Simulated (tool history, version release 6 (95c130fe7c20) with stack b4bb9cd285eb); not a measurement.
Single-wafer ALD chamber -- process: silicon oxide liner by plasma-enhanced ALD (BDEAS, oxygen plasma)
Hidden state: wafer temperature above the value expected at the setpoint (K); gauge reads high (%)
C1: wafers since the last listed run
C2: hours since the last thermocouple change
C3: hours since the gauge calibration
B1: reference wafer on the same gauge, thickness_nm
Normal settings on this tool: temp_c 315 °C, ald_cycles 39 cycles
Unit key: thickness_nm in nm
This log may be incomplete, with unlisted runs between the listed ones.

{"run": 1, "hour": 0.0, "temp_c": 315, "ald_cycles": 39, "C1": 0, "C2": 1553.1, "C3": 357.1, "B1": 3.746, "thickness_nm": 3.439}
{"run": 2, "hour": 15.3, "temp_c": 315, "ald_cycles": 39, "C1": 158, "C2": 1568.4, "C3": 372.4, "B1": 3.746, "thickness_nm": 3.447}
{"run": 3, "hour": 114.6, "temp_c": 312, "ald_cycles": 41, "C1": 1031, "C2": 1667.7, "C3": 471.7, "B1": 3.743, "thickness_nm": 3.635}
{"run": 4, "hour": 144.5, "temp_c": 312, "ald_cycles": 41, "C1": 310, "C2": 1697.6, "C3": 501.6, "B1": 3.738, "thickness_nm": 3.62}
{"run": 5, "hour": 158.2, "temp_c": 315, "ald_cycles": 39, "C1": 142, "C2": 1711.3, "C3": 515.3, "B1": 3.741, "thickness_nm": 3.43}
{"run": 6, "hour": 181.6, "temp_c": 315, "ald_cycles": 39, "C1": 243, "C2": 1734.7, "C3": 538.7, "B1": 3.735, "thickness_nm": 3.422}
{"run": 7, "hour": 206.0, "temp_c": 315, "ald_cycles": 39, "C1": 253, "C2": 1759.1, "C3": 563.1, "B1": 3.734, "thickness_nm": 3.438}
{"run": 8, "hour": 241.5, "temp_c": 315, "ald_cycles": 33, "C1": 368, "C2": 1794.6, "C3": 598.6, "B1": 3.735, "thickness_nm": 2.897}
{"run": 9, "hour": 259.7, "temp_c": 324, "ald_cycles": 43, "C1": 189, "C2": 1812.8, "C3": 616.8, "B1": 3.734, "thickness_nm": 3.737}
{"run": 10, "hour": 292.7, "temp_c": 324, "ald_cycles": 43, "C1": 342, "C2": 1845.8, "C3": 649.8, "B1": 3.735, "thickness_nm": 3.72}
{"run": 11, "hour": 315.3, "temp_c": 324, "ald_cycles": 43, "C1": 234, "C2": 1868.4, "C3": 672.4, "B1": 3.731, "thickness_nm": 3.735}
{"run": 12, "hour": 328.2, "temp_c": 315, "ald_cycles": 39, "C1": 134, "C2": 1881.3, "C3": 685.3, "B1": 3.728, "thickness_nm": 3.43}
{"run": 13, "hour": 348.2, "temp_c": 327, "ald_cycles": 39, "C1": 207, "C2": 1901.3, "C3": 705.3, "B1": 3.727, "thickness_nm": 3.376}
{"run": 14, "hour": 366.8, "temp_c": 327, "ald_cycles": 39, "C1": 193, "C2": 1919.9, "C3": 723.9, "B1": 3.725, "thickness_nm": 3.375}
{"run": 15, "hour": 380.0, "temp_c": 315, "ald_cycles": 39, "C1": 137, "C2": 1933.1, "C3": 737.1, "B1": 3.731, "thickness_nm": 3.416}
{"run": 16, "hour": 407.4, "temp_c": 315, "ald_cycles": 39, "C1": 284, "C2": 1960.5, "C3": 764.5, "B1": 3.728, "thickness_nm": 3.402}
{"run": 17, "hour": 420.9, "temp_c": 315, "ald_cycles": 39, "C1": 140, "C2": 1974.0, "C3": 778.0, "B1": 3.723, "thickness_nm": 3.433}
{"run": 18, "hour": 449.6, "temp_c": 320, "ald_cycles": 45, "C1": 298, "C2": 2002.7, "C3": 806.7, "B1": 3.726, "thickness_nm": 3.926}
{"run": 19, "hour": 473.4, "temp_c": 320, "ald_cycles": 45, "C1": 247, "C2": 2026.5, "C3": 830.5, "B1": 3.722, "thickness_nm": 3.929}
{"hour": 481.3, "done": "gauge calibrated"}
{"run": 20, "hour": 487.1, "temp_c": 311, "ald_cycles": 39, "C1": 142, "C2": 2040.2, "C3": 5.8, "B1": 3.764, "thickness_nm": 3.475}
{"run": 21, "hour": 508.8, "temp_c": 311, "ald_cycles": 39, "C1": 225, "C2": 2061.9, "C3": 27.5, "B1": 3.763, "thickness_nm": 3.477}
{"run": 22, "hour": 525.4, "temp_c": 330, "ald_cycles": 32, "C1": 172, "C2": 2078.5, "C3": 44.1, "B1": 3.759, "thickness_nm": 2.794}
{"run": 23, "hour": 542.0, "temp_c": 315, "ald_cycles": 39, "C1": 172, "C2": 2095.1, "C3": 60.7, "B1": 3.76, "thickness_nm": 3.464}
{"run": 24, "hour": 555.3, "temp_c": 315, "ald_cycles": 39, "C1": 138, "C2": 2108.4, "C3": 74.0, "B1": 3.76, "thickness_nm": 3.447}
{"run": 25, "hour": 577.2, "temp_c": 315, "ald_cycles": 39, "C1": 227, "C2": 2130.3, "C3": 95.9, "B1": 3.763, "thickness_nm": 3.448}
{"run": 26, "hour": 606.7, "temp_c": 325, "ald_cycles": 42, "C1": 306, "C2": 2159.8, "C3": 125.4, "B1": 3.756, "thickness_nm": 3.68}
{"run": 27, "hour": 691.2, "temp_c": 315, "ald_cycles": 39, "C1": 877, "C2": 2244.3, "C3": 209.9, "B1": 3.756, "thickness_nm": 3.445}
{"run": 28, "hour": 719.7, "temp_c": 308, "ald_cycles": 46, "C1": 296, "C2": 2272.8, "C3": 238.4, "B1": 3.754, "thickness_nm": 4.094}
{"run": 29, "hour": 794.1, "temp_c": 319, "ald_cycles": 33, "C1": 772, "C2": 2347.2, "C3": 312.8, "B1": 3.749, "thickness_nm": 2.892}
{"hour": 827.8, "done": "thermocouple changed; heater temperature recalibrated"}
{"run": 30, "hour": 828.3, "temp_c": 310, "ald_cycles": 39, "C1": 272, "C2": 0.5, "C3": 347.0, "B1": 3.748, "thickness_nm": 3.463}
{"run": 31, "hour": 843.1, "temp_c": 329, "ald_cycles": 44, "C1": 153, "C2": 15.3, "C3": 361.8, "B1": 3.748, "thickness_nm": 3.826}
{"run": 32, "hour": 862.3, "temp_c": 315, "ald_cycles": 39, "C1": 199, "C2": 34.5, "C3": 381.0, "B1": 3.743, "thickness_nm": 3.439}
{"run": 33, "hour": 878.3, "temp_c": 315, "ald_cycles": 39, "C1": 166, "C2": 50.5, "C3": 397.0, "B1": 3.741, "thickness_nm": 3.444}
{"run": 34, "hour": 913.0, "temp_c": 307, "ald_cycles": 43, "C1": 360, "C2": 85.2, "C3": 431.7, "B1": 3.743, "thickness_nm": 3.824}
{"run": 35, "hour": 930.7, "temp_c": 310, "ald_cycles": 43, "C1": 183, "C2": 102.9, "C3": 449.4, "B1": 3.742, "thickness_nm": 3.811}
{"run": 36, "hour": 954.8, "temp_c": 315, "ald_cycles": 39, "C1": 250, "C2": 127.0, "C3": 473.5, "B1": 3.739, "thickness_nm": 3.427}
{"run": 37, "hour": 983.0, "temp_c": 315, "ald_cycles": 46, "C1": 292, "C2": 155.2, "C3": 501.7, "B1": 3.741, "thickness_nm": 4.049}
{"run": 38, "hour": 1006.2, "temp_c": 304, "ald_cycles": 39, "C1": 241, "C2": 178.4, "C3": 524.9, "B1": 3.736, "thickness_nm": 3.479}
{"run": 39, "hour": 1018.7, "temp_c": 324, "ald_cycles": 32, "C1": 129, "C2": 190.9, "C3": 537.4, "B1": 3.738, "thickness_nm": 2.778}
{"run": 40, "hour": 1074.9, "temp_c": 324, "ald_cycles": 33, "C1": 583, "C2": 247.1, "C3": 593.6, "B1": 3.731, "thickness_nm": 2.882}
{"run": 41, "hour": 1088.7, "temp_c": 329, "ald_cycles": 43, "C1": 143, "C2": 260.9, "C3": 607.4, "B1": 3.734, "thickness_nm": 3.718}
{"run": 42, "hour": 1110.5, "temp_c": 329, "ald_cycles": 44, "C1": 226, "C2": 282.7, "C3": 629.2, "B1": 3.73, "thickness_nm": 3.799}

What if the next run were any one of these 3? Each begins from the tool's condition after run 42:
{"run": "A", "hour": 1111.0, "temp_c": 315, "ald_cycles": 39, "C1": 5, "C2": 283.2, "C3": 629.7, "B1": "?", "thickness_nm": "?"}
{"run": "B", "hour": 1111.0, "temp_c": 328, "ald_cycles": 34, "C1": 5, "C2": 283.2, "C3": 629.7, "B1": "?", "thickness_nm": "?"}
{"run": "C", "hour": 1111.0, "temp_c": 322, "ald_cycles": 39, "C1": 5, "C2": 283.2, "C3": 629.7, "B1": "?", "thickness_nm": "?"}

run=A B1=3.730 thickness_nm=3.434
run=B B1=3.730 thickness_nm=2.945
run=C B1=3.730 thickness_nm=3.404
With no hidden state in the tool, these same runs would have given:
run=A thickness_nm=3.460
run=B thickness_nm=2.967
run=C thickness_nm=3.430

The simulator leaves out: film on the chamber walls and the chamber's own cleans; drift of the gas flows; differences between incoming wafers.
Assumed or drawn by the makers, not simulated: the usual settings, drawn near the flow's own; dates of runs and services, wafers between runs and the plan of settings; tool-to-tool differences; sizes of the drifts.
